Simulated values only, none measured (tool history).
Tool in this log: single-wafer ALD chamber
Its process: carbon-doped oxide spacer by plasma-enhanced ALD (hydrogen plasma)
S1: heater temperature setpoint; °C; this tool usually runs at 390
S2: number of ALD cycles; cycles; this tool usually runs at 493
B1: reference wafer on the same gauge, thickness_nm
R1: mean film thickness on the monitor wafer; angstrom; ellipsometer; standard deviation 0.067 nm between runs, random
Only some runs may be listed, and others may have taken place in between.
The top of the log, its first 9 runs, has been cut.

{"run": 10, "day": 10.35, "S1": 390, "S2": 493, "B1": 25.363, "R1": 260.76}
{"run": 11, "day": 11.575, "S1": 390, "S2": 493, "B1": 25.365, "R1": 261.32}
{"run": 12, "day": 12.938, "S1": 379, "S2": 493, "B1": 25.355, "R1": 260.57}
{"run": 13, "day": 15.95, "S1": 390, "S2": 493, "B1": 25.324, "R1": 261.07}
{"run": 14, "day": 17.008, "S1": 390, "S2": 493, "B1": 25.312, "R1": 261.55}
{"run": 15, "day": 18.233, "S1": 390, "S2": 550, "B1": 25.315, "R1": 291.23}
{"run": 16, "day": 19.383, "S1": 390, "S2": 550, "B1": 25.286, "R1": 291.43}
{"run": 17, "day": 19.988, "S1": 390, "S2": 550, "B1": 25.323, "R1": 290.61}
{"run": 18, "day": 20.5, "S1": 390, "S2": 493, "B1": 25.316, "R1": 261.04}
{"run": 19, "day": 21.829, "S1": 390, "S2": 493, "B1": 25.304, "R1": 262.22}
{"run": 20, "day": 22.938, "S1": 378, "S2": 493, "B1": 25.301, "R1": 262.1}
{"run": 21, "day": 23.542, "S1": 390, "S2": 410, "B1": 25.299, "R1": 216.28}
{"run": 22, "day": 24.512, "S1": 384, "S2": 436, "B1": 25.299, "R1": 229.2}
{"day": 25.458, "done": "thermocouple changed; heater temperature recalibrated"}
{"day": 25.717, "done": "gauge calibrated"}
{"run": 23, "day": 25.967, "S1": 384, "S2": 533, "B1": 25.866, "R1": 287.0}
{"run": 24, "day": 26.517, "S1": 396, "S2": 522, "B1": 25.812, "R1": 282.52}
{"run": 25, "day": 27.104, "S1": 390, "S2": 493, "B1": 25.788, "R1": 266.37}
{"run": 26, "day": 28.017, "S1": 397, "S2": 543, "B1": 25.744, "R1": 291.45}
{"run": 27, "day": 29.417, "S1": 375, "S2": 532, "B1": 25.717, "R1": 285.3}

Run 28 comes next. What will it give?
{"run": 28, "day": 30.296, "S1": 401, "S2": 544, "B1": "?", "R1": "?"}

{"run 28": {"B1": 25.653, "R1": 291.48}}
Take away the tool's hidden state, keep the run-to-run variation as it was, and the same run would have given R1 295.18 angstrom.
